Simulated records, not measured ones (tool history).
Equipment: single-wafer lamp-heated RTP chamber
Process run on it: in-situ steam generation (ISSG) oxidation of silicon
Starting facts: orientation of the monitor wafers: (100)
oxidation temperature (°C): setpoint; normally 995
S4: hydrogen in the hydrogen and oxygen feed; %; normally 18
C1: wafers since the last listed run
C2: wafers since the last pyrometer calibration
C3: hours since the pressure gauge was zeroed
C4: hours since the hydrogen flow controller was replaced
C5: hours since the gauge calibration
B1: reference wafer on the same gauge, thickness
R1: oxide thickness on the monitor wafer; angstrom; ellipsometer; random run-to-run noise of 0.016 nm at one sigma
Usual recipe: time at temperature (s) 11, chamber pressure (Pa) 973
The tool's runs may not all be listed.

Run 1, hour 0: usual settings; C1 0; C2 2; C3 2114.9; C4 6338.4; C5 188.3; B1 3.794. Result: R1 35.64 angstrom.
Run 2, hour 26.6: usual settings; C1 291; C2 293; C3 2141.5; C4 6365; C5 214.9; B1 3.793. Result: R1 35.73 angstrom.
Run 3, hour 51.7: usual settings; C1 274; C2 568; C3 2166.6; C4 6390.1; C5 240; B1 3.809. Result: R1 36.01 angstrom.
Run 4, hour 102.9: usual settings; C1 560; C2 1129; C3 2217.8; C4 6441.3; C5 291.2; B1 3.801. Result: R1 35.75 angstrom.
Run 5, hour 284.3: usual settings; C1 1985; C2 3114; C3 2399.2; C4 6622.7; C5 472.6; B1 3.804. Result: R1 35.67 angstrom.
At hour 300: pyrometer window cleaned and pyrometer calibrated.
Run 6, hour 345.5: usual settings; C1 582; C2 498; C3 2460.4; C4 6683.9; C5 533.8; B1 3.796. Result: R1 35.71 angstrom.
Run 7, hour 381.6: usual settings; C1 395; C2 893; C3 2496.5; C4 6720; C5 569.9; B1 3.804. Result: R1 35.63 angstrom.
Run 8, hour 484.9: usual settings; C1 1130; C2 2024; C3 2599.8; C4 6823.3; C5 673.2; B1 3.802. Result: R1 35.58 angstrom.
Run 9, hour 512.9: usual settings; C1 306; C2 2331; C3 2627.8; C4 6851.3; C5 701.2; B1 3.798. Result: R1 35.94 angstrom.
Run 10, hour 537.6: usual settings; C1 270; C2 2601; C3 2652.5; C4 6876; C5 725.9; B1 3.797. Result: R1 35.62 angstrom.
At hour 565.4: pyrometer window cleaned and pyrometer calibrated.
Run 11, hour 600.3: usual settings; C1 598; C2 381; C3 2715.2; C4 6938.7; C5 788.6; B1 3.795. Result: R1 35.77 angstrom.
Run 12, hour 669.9: usual settings; C1 761; C2 1143; C3 2784.8; C4 7008.3; C5 858.2; B1 3.797. Result: R1 35.67 angstrom.
Run 13, hour 722.8: usual settings but time at temperature (s) 13, chamber pressure (Pa) 1067, S4 13 %; C1 579; C2 1722; C3 2837.7; C4 7061.2; C5 911.1; B1 3.803. Result: R1 35.77 angstrom.
Run 14, hour 790.3: usual settings but chamber pressure (Pa) 920; C1 738; C2 2461; C3 2905.2; C4 7128.7; C5 978.6; B1 3.8. Result: R1 35.53 angstrom.
At hour 824.2: gauge calibrated.
At hour 838.9: pyrometer window cleaned and pyrometer calibrated.
Run 15, hour 843.2: usual settings; C1 491; C2 46; C3 2958.1; C4 7181.6; C5 19; B1 3.8. Result: R1 35.62 angstrom.
Run 16, hour 902.3: usual settings but time at temperature (s) 14, chamber pressure (Pa) 1080; C1 647; C2 694; C3 3017.2; C4 7240.7; C5 78.1; B1 3.807. Result: R1 39.73 angstrom.
Run 17, hour 957: usual settings; C1 598; C2 1292; C3 3071.9; C4 7295.4; C5 132.8; B1 3.799. Result: R1 35.62 angstrom.
At hour 973.1: pressure gauge zeroed.
Run 18, hour 1001: usual settings but oxidation temperature (°C) 988, time at temperature (s) 14, S4 14 %; C1 394; C2 1686; C3 27.9; C4 7339.4; C5 176.8; B1 3.801. Result: R1 36.38 angstrom.
At hour 1050.2: hydrogen flow controller replaced.
Run 19, hour 1050.7: usual settings; C1 456; C2 2143; C3 77.6; C4 0.5; C5 226.5; B1 3.804. Result: R1 36.08 angstrom.
Run 20, hour 1110: usual settings but oxidation temperature (°C) 981, time at temperature (s) 8, chamber pressure (Pa) 1147, S4 14 %; C1 649; C2 2792; C3 136.9; C4 59.8; C5 285.8; B1 3.805. Result: R1 28.28 angstrom.
At hour 1124: pyrometer window cleaned and pyrometer calibrated.
Run 21, hour 1141.3: usual settings but oxidation temperature (°C) 1008; C1 255; C2 189; C3 168.2; C4 91.1; C5 317.1; B1 3.805. Result: R1 37.13 angstrom.
Run 22, hour 1205.2: usual settings; C1 699; C2 888; C3 232.1; C4 155; C5 381; B1 3.792. Result: R1 35.58 angstrom.
Run 23, hour 1275.5: usual settings; C1 769; C2 1658; C3 302.4; C4 225.3; C5 451.3; B1 3.804. Result: R1 35.98 angstrom.
Run 24, hour 1335.2: usual settings but chamber pressure (Pa) 1120; C1 653; C2 2312; C3 362.1; C4 285; C5 511; B1 3.799. Result: R1 35.87 angstrom.
Run 25, hour 1372.9: usual settings but oxidation temperature (°C) 990, chamber pressure (Pa) 1080; C1 412; C2 2724; C3 399.8; C4 322.7; C5 548.7; B1 3.8. Result: R1 35.09 angstrom.

4 ways to go on from here, each from the tool as it stands after run 25. What would each give?
Run A, hour 1373.3: usual settings; C1 4; C2 2729; C3 400.2; C4 323.1; C5 549.1; B1 ?. Result: R1 ?.
Run B, hour 1373.3: usual settings but oxidation temperature (°C) 987; C1 4; C2 2729; C3 400.2; C4 323.1; C5 549.1; B1 ?. Result: R1 ?.
Run C, hour 1373.3: usual settings but oxidation temperature (°C) 1004, time at temperature (s) 7, S4 26 %; C1 4; C2 2729; C3 400.2; C4 323.1; C5 549.1; B1 ?. Result: R1 ?.
Run D, hour 1373.3: usual settings but oxidation temperature (°C) 1013, S4 22 %; C1 4; C2 2729; C3 400.2; C4 323.1; C5 549.1; B1 ?. Result: R1 ?.

run   B1     R1
  A  3.8  35.67
  B  3.8  34.79
  C  3.8  33.68
  D  3.8  39.98
With no hidden state in the tool, these same runs would have given:
run     R1
  A  35.67
  B  34.79
  C  33.68
  D  39.98

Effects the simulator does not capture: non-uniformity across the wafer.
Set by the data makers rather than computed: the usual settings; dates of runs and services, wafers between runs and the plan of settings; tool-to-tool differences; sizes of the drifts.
